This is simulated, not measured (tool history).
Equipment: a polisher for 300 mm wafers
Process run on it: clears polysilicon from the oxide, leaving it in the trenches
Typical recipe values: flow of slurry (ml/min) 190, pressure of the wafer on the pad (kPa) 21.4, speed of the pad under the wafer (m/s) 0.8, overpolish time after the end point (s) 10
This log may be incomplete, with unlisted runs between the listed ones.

run    hour  flow of slurry (ml/min)  pressure of the wafer on the pad (kPa)  speed of the pad under the wafer (m/s)  overpolish time after the end point (s)  incoming thickness of the incoming film, nm  time until the end point was called (s)  dishing of a wide line in a test structure (Å)
  1       0                      190                                    21.4                                     0.8                                        7                                        331.6                                     29.8                                             399
  2    89.3                      190                                    21.4                                    0.94                                       10                                        334.3                                       27                                             487
  3   179.2                      190                                    21.4                                    0.66                                       10                                        335.4                                     35.7                                             416
  4   240.5                      190                                    21.4                                    0.66                                       10                                        335.3                                     38.7                                             412
        247  -- slurry nozzle cleaned
      275.4  -- worn pad replaced by a new one
  5   296.7                      190                                    21.4                                    0.66                                       10                                        331.1                                     32.4                                             440
      369.3  -- head pressure recalibrated
  6   377.4                      190                                    21.4                                     0.8                                       10                                        333.1                                     29.4                                             462
  7   485.4                      190                                    21.4                                     0.8                                       10                                          334                                     30.4                                             456
  8   553.8                      230                                    21.4                                     0.8                                       10                                        325.3                                     29.5                                             455
      605.4  -- worn pad replaced by a new one, of another model than before
      619.9  -- slurry nozzle cleaned
  9   648.5                      190                                    21.4                                     0.8                                       10                                        329.3                                     29.1                                             464
 10   755.9                      160                                    21.4                                    0.94                                       10                                        333.3                                     29.8                                             451
 11   852.7                      190                                    21.4                                     0.8                                       10                                        327.2                                       32                                             440
      910.7  -- worn pad replaced by a new one
 12   912.1                      190                                    21.4                                     0.8                                       10                                        330.2                                     34.5                                             420
 13  1012.9                      190                                    21.4                                     0.8                                        5                                        323.9                                     46.9                                             243
     1019.6  -- slurry nozzle cleaned
 14  1107.4                      190                                    17.9                                    0.56                                       13                                        334.8                                     36.8                                             480
       1128  -- head pressure recalibrated
 15  1160.6                      125                                    21.4                                    1.04                                        6                                        333.7                                     33.2                                             338
     1180.4  -- worn pad replaced by a new one
 16  1232.9                      250                                    21.4                                     0.8                                        6                                        329.4                                     27.9                                             375
 17  1334.7                      135                                    16.5                                     0.8                                       10                                          336                                       49                                             361
 18  1374.1                      190                                    21.4                                    0.52                                       14                                        331.9                                     40.3                                             463
     1416.4  -- slurry nozzle cleaned
 19  1467.8                      130                                    21.4                                     0.8                                       14                                        326.3                                     33.9                                             474

Below are 5 alternative next runs, each starting from the tool's condition after run 19. Predict each:
  A  1468.2                      190                                    26.9                                     0.8                                       10                                        328.6                                        ?                                               ?
  B  1468.2                      250                                    15.9                                     0.8                                        5                                        328.6                                        ?                                               ?
  C  1468.2                      150                                    26.2                                     0.8                                       10                                        328.6                                        ?                                               ?
  D  1468.2                      190                                    26.2                                     0.8                                       14                                        328.6                                        ?                                               ?
  E  1468.2                      190                                    21.4                                     0.8                                        6                                        328.6                                        ?                                               ?

run  time until the end point was called (s)  dishing of a wide line in a test structure (Å)
  A                                     25.2                                             481
  B                                     32.6                                             312
  C                                     27.7                                             468
  D                                     25.6                                             513
  E                                     29.1                                             371
Without the tool's hidden state the same runs would have given:
run  time until the end point was called (s)  dishing of a wide line in a test structure (Å)
  A                                     24.8                                             483
  B                                     32.2                                             314
  C                                     27.1                                             471
  D                                     25.3                                             514
  E                                     28.6                                             374

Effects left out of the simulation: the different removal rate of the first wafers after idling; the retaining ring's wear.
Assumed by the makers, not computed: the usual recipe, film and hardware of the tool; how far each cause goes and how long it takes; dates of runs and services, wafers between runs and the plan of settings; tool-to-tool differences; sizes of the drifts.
